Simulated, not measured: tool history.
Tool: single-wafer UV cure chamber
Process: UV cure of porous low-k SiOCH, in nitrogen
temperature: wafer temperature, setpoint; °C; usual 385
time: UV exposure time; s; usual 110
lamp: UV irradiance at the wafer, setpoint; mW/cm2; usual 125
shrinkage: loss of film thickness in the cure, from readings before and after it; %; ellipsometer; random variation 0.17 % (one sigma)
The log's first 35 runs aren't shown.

run,hour,temperature,time,lamp,wafers since the last listed run,hours since the UV bulbs were replaced,wafers since the quartz window was cleaned,shrinkage
36,2752.1,385,110,125,718,729.6,4690,8.414
37,2790.3,385,110,125,449,767.8,5139,8.442
38,2896.3,385,110,89,1246,873.8,6386,6.675
39,2968.0,371,145,158,843,945.5,7229,9.837
40,3012.5,385,110,125,523,990.0,7753,7.635
41,3103.8,385,160,164,1073,1081.3,8826,10.270
# hour 3143.8: quartz window cleaned
42,3167.9,376,140,108,659,1145.4,283,8.751
43,3237.6,385,110,125,819,1215.1,1103,8.669
44,3341.9,377,110,154,1226,1319.4,2330,8.913
45,3419.7,403,45,125,915,1397.2,3245,4.649
46,3458.9,385,135,141,461,1436.4,3706,9.286
47,3547.8,368,85,139,1045,1525.3,4751,6.966
48,3602.8,385,90,125,646,1580.3,5398,6.978

Forecast each of these 4 alternatives for the next run:
A,3603.2,385,110,125,4,1580.7,5403,?
B,3603.2,385,130,159,4,1580.7,5403,?
C,3603.2,400,45,94,4,1580.7,5403,?
D,3603.2,399,160,137,4,1580.7,5403,?

run,shrinkage
A,7.886
B,9.756
C,3.637
D,10.294
Without the tool's hidden state the same runs would have given:
run,shrinkage
A,10.223
B,12.202
C,5.340
D,12.770

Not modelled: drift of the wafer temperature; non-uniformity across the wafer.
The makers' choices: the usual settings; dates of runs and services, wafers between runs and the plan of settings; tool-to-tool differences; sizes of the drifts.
